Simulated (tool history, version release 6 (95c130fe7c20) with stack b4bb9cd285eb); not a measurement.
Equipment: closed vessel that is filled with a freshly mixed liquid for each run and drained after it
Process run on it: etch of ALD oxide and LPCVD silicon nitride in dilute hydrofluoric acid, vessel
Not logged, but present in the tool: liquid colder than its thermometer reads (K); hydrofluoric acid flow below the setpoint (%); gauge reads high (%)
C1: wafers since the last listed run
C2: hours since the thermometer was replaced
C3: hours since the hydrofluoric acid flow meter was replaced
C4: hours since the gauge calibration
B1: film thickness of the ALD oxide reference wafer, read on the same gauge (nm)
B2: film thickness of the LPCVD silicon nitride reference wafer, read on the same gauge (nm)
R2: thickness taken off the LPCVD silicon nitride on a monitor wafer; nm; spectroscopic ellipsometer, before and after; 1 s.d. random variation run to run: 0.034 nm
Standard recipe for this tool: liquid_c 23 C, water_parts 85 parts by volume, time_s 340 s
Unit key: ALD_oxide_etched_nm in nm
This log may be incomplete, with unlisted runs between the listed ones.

run 1 day=0 | liquid_c=23 water_parts=55 time_s=340 | C1=0 C2=1100.6 C3=1913.1 C4=1383.9 | B1=80 B2=70.005 | ALD_oxide_etched_nm=74.34 R2=2.449
run 2 day=2.192 | liquid_c=23 water_parts=55 time_s=340 | C1=4450 C2=1153.2 C3=1965.7 C4=1436.5 | B1=80 B2=69.992 | ALD_oxide_etched_nm=74.66 R2=2.457
run 3 day=4.712 | liquid_c=23 water_parts=85 time_s=340 | C1=5118 C2=1213.7 C3=2026.2 C4=1497 | B1=80 B2=69.997 | ALD_oxide_etched_nm=46.42 R2=1.619
run 4 day=5.796 | liquid_c=20.5 water_parts=85 time_s=340 | C1=2199 C2=1239.7 C3=2052.2 C4=1523 | B1=80.03 B2=70.023 | ALD_oxide_etched_nm=41.64 R2=1.351
run 5 day=7 | liquid_c=19.5 water_parts=85 time_s=340 | C1=2445 C2=1268.6 C3=2081.1 C4=1551.9 | B1=80.03 B2=69.996 | ALD_oxide_etched_nm=39.29 R2=1.262
run 6 day=9.071 | liquid_c=19 water_parts=85 time_s=340 | C1=4204 C2=1318.3 C3=2130.8 C4=1601.6 | B1=80 B2=70.009 | ALD_oxide_etched_nm=38.63 R2=1.178
-- day=11.679 gauge calibrated
run 7 day=11.729 | liquid_c=23 water_parts=85 time_s=340 | C1=5397 C2=1382.1 C3=2194.6 C4=1.2 | B1=79.98 B2=69.972 | ALD_oxide_etched_nm=45.41 R2=1.578
run 8 day=13.292 | liquid_c=27 water_parts=85 time_s=410 | C1=3172 C2=1419.6 C3=2232.1 C4=38.7 | B1=80 B2=69.999 | ALD_oxide_etched_nm=64.93 R2=2.417
run 9 day=14.475 | liquid_c=23 water_parts=85 time_s=340 | C1=2402 C2=1448 C3=2260.5 C4=67.1 | B1=79.99 B2=70.005 | ALD_oxide_etched_nm=45.31 R2=1.596
run 10 day=16.458 | liquid_c=19 water_parts=55 time_s=410 | C1=4027 C2=1495.6 C3=2308.1 C4=114.7 | B1=80.01 B2=70.015 | ALD_oxide_etched_nm=74.11 R2=2.198
run 11 day=18.492 | liquid_c=23 water_parts=110 time_s=340 | C1=4128 C2=1544.4 C3=2356.9 C4=163.5 | B1=80.03 B2=69.999 | ALD_oxide_etched_nm=33.7 R2=1.234
run 12 day=19.754 | liquid_c=23 water_parts=105 time_s=205 | C1=2563 C2=1574.7 C3=2387.2 C4=193.8 | B1=80.01 B2=69.973 | ALD_oxide_etched_nm=21.31 R2=0.717
run 13 day=21.162 | liquid_c=23 water_parts=50 time_s=340 | C1=2859 C2=1608.5 C3=2421 C4=227.6 | B1=80.01 B2=69.977 | ALD_oxide_etched_nm=80.09 R2=2.546
-- day=22.696 hydrofluoric acid flow meter replaced
run 14 day=22.879 | liquid_c=23 water_parts=65 time_s=490 | C1=3401 C2=1649.7 C3=4.4 C4=268.8 | B1=80 B2=69.988 | ALD_oxide_etched_nm=96.11 R2=3.095
-- day=23.346 thermometer replaced
run 15 day=24.6 | liquid_c=26.5 water_parts=85 time_s=230 | C1=3409 C2=30.1 C3=45.7 C4=310.1 | B1=80.01 B2=69.989 | ALD_oxide_etched_nm=40.85 R2=1.565
run 16 day=26.267 | liquid_c=18.5 water_parts=85 time_s=340 | C1=3384 C2=70.1 C3=85.7 C4=350.1 | B1=80 B2=70.001 | ALD_oxide_etched_nm=43.79 R2=1.351
run 17 day=29.071 | liquid_c=23 water_parts=85 time_s=340 | C1=5693 C2=137.4 C3=153 C4=417.4 | B1=80.01 B2=69.961 | ALD_oxide_etched_nm=51.97 R2=1.813
run 18 day=31.742 | liquid_c=23 water_parts=60 time_s=420 | C1=5423 C2=201.5 C3=217.1 C4=481.5 | B1=80 B2=70 | ALD_oxide_etched_nm=93.14 R2=3.176
run 19 day=33.696 | liquid_c=20.5 water_parts=115 time_s=160 | C1=3967 C2=248.4 C3=264 C4=528.4 | B1=80.01 B2=69.997 | ALD_oxide_etched_nm=15.64 R2=0.519
run 20 day=35.675 | liquid_c=18.5 water_parts=55 time_s=155 | C1=4018 C2=295.9 C3=311.5 C4=575.9 | B1=79.98 B2=69.965 | ALD_oxide_etched_nm=31.56 R2=0.915
run 21 day=37.333 | liquid_c=26 water_parts=50 time_s=340 | C1=3367 C2=335.7 C3=351.3 C4=615.7 | B1=80 B2=70.01 | ALD_oxide_etched_nm=104.5 R2=3.589
run 22 day=39.542 | liquid_c=20 water_parts=75 time_s=340 | C1=4484 C2=388.7 C3=404.3 C4=668.7 | B1=80 B2=69.993 | ALD_oxide_etched_nm=51.56 R2=1.661
run 23 day=42.062 | liquid_c=20 water_parts=75 time_s=465 | C1=5118 C2=449.2 C3=464.8 C4=729.2 | B1=79.98 B2=70.034 | ALD_oxide_etched_nm=70.92 R2=2.248
run 24 day=45.042 | liquid_c=27 water_parts=110 time_s=235 | C1=6049 C2=520.7 C3=536.3 C4=800.7 | B1=79.99 B2=69.966 | ALD_oxide_etched_nm=30.57 R2=1.226
run 25 day=46.738 | liquid_c=23 water_parts=85 time_s=340 | C1=3443 C2=561.4 C3=577 C4=841.4 | B1=80.03 B2=70.008 | ALD_oxide_etched_nm=50.63 R2=1.707

5 options for the next run, each taken on its own from the tool as it stands now. Forecast them:
run A day=46.767 | liquid_c=23 water_parts=85 time_s=240 | C1=59 C2=562.1 C3=577.7 C4=842.1 | B1=? B2=? | ALD_oxide_etched_nm=? R2=?
run B day=46.767 | liquid_c=21.5 water_parts=110 time_s=265 | C1=59 C2=562.1 C3=577.7 C4=842.1 | B1=? B2=? | ALD_oxide_etched_nm=? R2=?
run C day=46.767 | liquid_c=23 water_parts=125 time_s=135 | C1=59 C2=562.1 C3=577.7 C4=842.1 | B1=? B2=? | ALD_oxide_etched_nm=? R2=?
run D day=46.767 | liquid_c=24.5 water_parts=105 time_s=540 | C1=59 C2=562.1 C3=577.7 C4=842.1 | B1=? B2=? | ALD_oxide_etched_nm=? R2=?
run E day=46.767 | liquid_c=23 water_parts=120 time_s=285 | C1=59 C2=562.1 C3=577.7 C4=842.1 | B1=? B2=? | ALD_oxide_etched_nm=? R2=?

run=A B1=80.02 B2=70.008 ALD_oxide_etched_nm=35.53 R2=1.223
run=B B1=80.02 B2=70.008 ALD_oxide_etched_nm=27.69 R2=0.949
run=C B1=80.02 B2=70.008 ALD_oxide_etched_nm=12.95 R2=0.471
run=D B1=80.02 B2=70.008 ALD_oxide_etched_nm=67.04 R2=2.47
run=E B1=80.02 B2=70.008 ALD_oxide_etched_nm=28.65 R2=1.035
With the hidden condition removed and each run's random variation left untouched, the same runs would have given:
run=A ALD_oxide_etched_nm=37.33 R2=1.301
run=B ALD_oxide_etched_nm=29.11 R2=1.009
run=C ALD_oxide_etched_nm=13.61 R2=0.501
run=D ALD_oxide_etched_nm=70.43 R2=2.625
run=E ALD_oxide_etched_nm=30.11 R2=1.1

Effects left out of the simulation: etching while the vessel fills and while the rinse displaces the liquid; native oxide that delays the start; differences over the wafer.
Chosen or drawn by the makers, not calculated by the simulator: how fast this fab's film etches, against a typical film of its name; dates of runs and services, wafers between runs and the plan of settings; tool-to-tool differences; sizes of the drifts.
